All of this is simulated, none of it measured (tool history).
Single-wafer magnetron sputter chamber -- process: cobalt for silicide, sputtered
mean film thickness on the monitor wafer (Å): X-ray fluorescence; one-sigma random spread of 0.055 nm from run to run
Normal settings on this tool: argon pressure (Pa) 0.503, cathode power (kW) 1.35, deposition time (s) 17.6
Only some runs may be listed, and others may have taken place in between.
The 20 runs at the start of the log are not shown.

run,hour,argon pressure (Pa),cathode power (kW),deposition time (s),"read-back reference wafer on the same gauge, thickness_nm",mean film thickness on the monitor wafer (Å)
21,1982.3,0.503,1.35,17.6,9.691,108.75
22,2038.3,0.673,1.5,17.6,9.711,112.85
# hour 2233.8: magnet pack replaced
23,2246,0.446,1.1,18.7,9.683,96.1
# hour 2307.9: sputter target and shields replaced
24,2341.8,0.503,1.35,17.6,9.698,112
25,2422.4,0.309,1.55,17.6,9.71,133.94
26,2500.3,0.332,1.35,14.8,9.673,96.88
27,2572.4,0.439,1.55,17.6,9.692,126.06
28,2728.4,0.503,1.55,16.2,9.681,114.49
# hour 2898.3: sputter target and shields replaced
# hour 2951.9: capacitance manometer re-zeroed and calibrated
29,3017.9,0.561,1.35,19.6,9.697,120.42
30,3103.7,0.658,1.35,17.6,9.687,103.97
31,3149.6,0.61,1.55,20.9,9.698,141.48

3 ways to go on from here, each from the tool as it stands after run 31. What would each give?
A,3150,0.503,1.35,19.7,?,?
B,3150,0.316,1.6,18.7,?,?
C,3150,0.442,1.65,17.6,?,?

run,"read-back reference wafer on the same gauge, thickness_nm",mean film thickness on the monitor wafer (Å)
A,9.708,122.1
B,9.708,144.15
C,9.708,134.34
The same runs, with their run-to-run variation unchanged, on a tool lacking any hidden condition would have given:
run,mean film thickness on the monitor wafer (Å)
A,127.15
B,150.11
C,139.89
